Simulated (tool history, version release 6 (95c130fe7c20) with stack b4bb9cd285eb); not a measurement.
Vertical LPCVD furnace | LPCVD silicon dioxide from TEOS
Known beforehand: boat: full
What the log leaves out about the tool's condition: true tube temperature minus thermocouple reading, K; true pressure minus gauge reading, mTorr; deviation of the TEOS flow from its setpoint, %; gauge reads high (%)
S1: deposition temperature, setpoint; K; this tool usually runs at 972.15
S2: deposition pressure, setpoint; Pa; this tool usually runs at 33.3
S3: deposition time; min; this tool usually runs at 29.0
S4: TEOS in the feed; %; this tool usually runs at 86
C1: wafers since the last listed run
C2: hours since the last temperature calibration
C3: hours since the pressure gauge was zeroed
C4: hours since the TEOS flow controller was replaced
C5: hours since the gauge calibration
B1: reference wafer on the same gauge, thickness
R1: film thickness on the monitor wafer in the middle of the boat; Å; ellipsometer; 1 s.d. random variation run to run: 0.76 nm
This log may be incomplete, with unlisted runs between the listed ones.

run 1 day=0.000 | S1=972.15 S2=33.3 S3=29.0 S4=86 | C1=0 C2=4358.5 C3=2285.5 C4=3162.0 C5=425.8 | B1=190.96 | R1=2113.3
run 2 day=0.958 | S1=972.15 S2=33.3 S3=29.0 S4=86 | C1=507 C2=4381.5 C3=2308.5 C4=3185.0 C5=448.8 | B1=191.03 | R1=2121.6
run 3 day=5.058 | S1=972.15 S2=33.3 S3=29.0 S4=86 | C1=2171 C2=4479.9 C3=2406.9 C4=3283.4 C5=547.2 | B1=191.13 | R1=2130.2
run 4 day=6.471 | S1=972.15 S2=33.3 S3=29.0 S4=86 | C1=748 C2=4513.8 C3=2440.8 C4=3317.3 C5=581.1 | B1=191.01 | R1=2122.4
run 5 day=7.783 | S1=972.15 S2=33.3 S3=29.0 S4=86 | C1=695 C2=4545.3 C3=2472.3 C4=3348.8 C5=612.6 | B1=191.01 | R1=2117.1
run 6 day=8.317 | S1=972.15 S2=36.7 S3=29.0 S4=86 | C1=282 C2=4558.1 C3=2485.1 C4=3361.6 C5=625.4 | B1=191.02 | R1=2245.3
run 7 day=9.717 | S1=972.15 S2=36.7 S3=29.0 S4=86 | C1=741 C2=4591.7 C3=2518.7 C4=3395.2 C5=659.0 | B1=190.97 | R1=2232.6
run 8 day=10.729 | S1=972.15 S2=36.7 S3=29.0 S4=86 | C1=536 C2=4616.0 C3=2543.0 C4=3419.5 C5=683.3 | B1=190.90 | R1=2249.2
run 9 day=11.779 | S1=972.15 S2=33.3 S3=29.0 S4=86 | C1=556 C2=4641.2 C3=2568.2 C4=3444.7 C5=708.5 | B1=191.09 | R1=2126.2
run 10 day=13.129 | S1=972.15 S2=33.3 S3=29.0 S4=86 | C1=714 C2=4673.6 C3=2600.6 C4=3477.1 C5=740.9 | B1=190.80 | R1=2121.9
run 11 day=14.296 | S1=972.15 S2=33.3 S3=29.0 S4=86 | C1=617 C2=4701.6 C3=2628.6 C4=3505.1 C5=768.9 | B1=190.96 | R1=2141.3
run 12 day=15.492 | S1=966.15 S2=33.3 S3=29.0 S4=86 | C1=633 C2=4730.3 C3=2657.3 C4=3533.8 C5=797.6 | B1=190.90 | R1=1853.1
run 13 day=16.633 | S1=966.15 S2=33.3 S3=29.0 S4=86 | C1=604 C2=4757.7 C3=2684.7 C4=3561.2 C5=825.0 | B1=191.00 | R1=1873.2
-- day=18.029 TEOS flow controller replaced
run 14 day=18.050 | S1=963.15 S2=33.3 S3=29.0 S4=86 | C1=220 C2=4791.7 C3=2718.7 C4=0.5 C5=859.0 | B1=191.19 | R1=1733.7
-- day=18.146 gauge calibrated
run 15 day=18.667 | S1=962.15 S2=28.0 S3=29.0 S4=86 | C1=326 C2=4806.5 C3=2733.5 C4=15.3 C5=12.5 | B1=191.02 | R1=1549.4
-- day=20.338 thermocouples replaced and temperature profile calibrated
run 16 day=20.358 | S1=972.15 S2=33.3 S3=29.0 S4=86 | C1=366 C2=0.5 C3=2774.1 C4=55.9 C5=53.1 | B1=191.01 | R1=1933.5
run 17 day=21.492 | S1=972.15 S2=33.3 S3=29.0 S4=86 | C1=600 C2=27.7 C3=2801.3 C4=83.1 C5=80.3 | B1=191.06 | R1=1931.0
run 18 day=22.821 | S1=968.15 S2=33.3 S3=37.5 S4=86 | C1=703 C2=59.6 C3=2833.2 C4=115.0 C5=112.2 | B1=191.04 | R1=2272.1
run 19 day=24.312 | S1=972.15 S2=30.0 S3=21.0 S4=86 | C1=789 C2=95.4 C3=2869.0 C4=150.8 C5=148.0 | B1=190.94 | R1=1328.0
run 20 day=25.188 | S1=978.15 S2=36.0 S3=39.5 S4=97 | C1=463 C2=116.4 C3=2890.0 C4=171.8 C5=169.0 | B1=191.00 | R1=3339.0
run 21 day=25.929 | S1=972.15 S2=33.3 S3=39.5 S4=86 | C1=392 C2=134.2 C3=2907.8 C4=189.6 C5=186.8 | B1=190.97 | R1=2644.7
run 22 day=26.629 | S1=972.15 S2=33.3 S3=29.0 S4=71 | C1=370 C2=151.0 C3=2924.6 C4=206.4 C5=203.6 | B1=190.91 | R1=1748.6
run 23 day=27.438 | S1=972.15 S2=33.3 S3=29.0 S4=86 | C1=428 C2=170.4 C3=2944.0 C4=225.8 C5=223.0 | B1=191.05 | R1=1937.3

For run 24, what comes out?
-- day=28.671 pressure gauge zeroed
run 24 day=28.692 | S1=976.15 S2=28.7 S3=29.0 S4=96 | C1=134 C2=200.5 C3=0.5 C4=255.9 C5=253.1 | B1=? | R1=?

Run 24 produced B1 191.09, R1 2089.6 Å.
With no hidden state in the tool, this same run would have given R1 2081.1 Å.

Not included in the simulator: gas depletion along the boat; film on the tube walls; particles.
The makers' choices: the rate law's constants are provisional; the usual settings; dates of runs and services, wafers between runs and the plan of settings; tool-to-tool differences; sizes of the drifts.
